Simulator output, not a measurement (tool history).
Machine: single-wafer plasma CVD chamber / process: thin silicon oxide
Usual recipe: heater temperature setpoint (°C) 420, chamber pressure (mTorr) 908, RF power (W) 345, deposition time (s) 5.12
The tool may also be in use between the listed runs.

run    hour  heater temperature setpoint (°C)  chamber pressure (mTorr)  RF power (W)  deposition time (s)  read-back reference wafer on the same gauge, thickness_nm  mean film thickness on the monitor wafer (Å)
  1       0                               420                       908           345                 5.12                                                      9.595                                        104.48
  2    89.5                               420                       908           345                 5.12                                                      9.597                                         104.3
  3     148                               420                       908           345                 5.66                                                      9.587                                        115.08
  4   225.6                               420                       908           345                 5.66                                                        9.6                                        114.86
  5   265.5                               420                       908           345                 5.66                                                        9.6                                        115.38
  6   316.1                               420                       908           345                 5.12                                                      9.601                                         104.2
      351.3  -- capacitance manometer re-zeroed and calibrated
  7   378.3                               420                       908           345                 5.12                                                      9.602                                         104.4
  8   475.3                               420                       908           345                 5.12                                                      9.592                                        104.07
      502.4  -- thermocouple changed; heater temperature recalibrated
      557.3  -- RF generator calibrated
  9   557.8                               420                       908           345                 4.62                                                       9.59                                         96.45
 10     613                               420                       908           320                 4.29                                                      9.596                                         87.23
 11   686.9                               420                       908           410                  4.5                                                      9.598                                         99.06
      719.7  -- gauge calibrated
      733.1  -- showerhead replaced
 12   763.3                               420                       908           345                 5.12                                                      9.598                                        106.04
 13   833.8                               428                       724           380                 4.23                                                        9.6                                          81.2
 14   929.2                               420                       908           345                  5.4                                                      9.596                                        111.27
 15  1036.7                               420                       908           345                 5.12                                                      9.595                                        105.32
 16    1101                               408                      1030           385                 4.66                                                      9.603                                        106.18

Each row is a separate what-if for the run after 16, all from the same tool condition, not one after another. Results?
  A  1101.4                               420                       908           345                  4.7                                                          ?                                             ?
  B  1101.4                               435                      1126           365                 4.36                                                          ?                                             ?
  C  1101.4                               415                       908           345                 5.12                                                          ?                                             ?
  D  1101.4                               408                       977           390                 5.65                                                          ?                                             ?

run  read-back reference wafer on the same gauge, thickness_nm  mean film thickness on the monitor wafer (Å)
  A                                                      9.594                                         96.54
  B                                                      9.594                                         99.62
  C                                                      9.594                                        105.45
  D                                                      9.594                                        125.96
Had the tool no hidden state, the same runs would have come out as:
run  mean film thickness on the monitor wafer (Å)
  A                                         98.41
  B                                         101.5
  C                                        107.49
  D                                        128.17
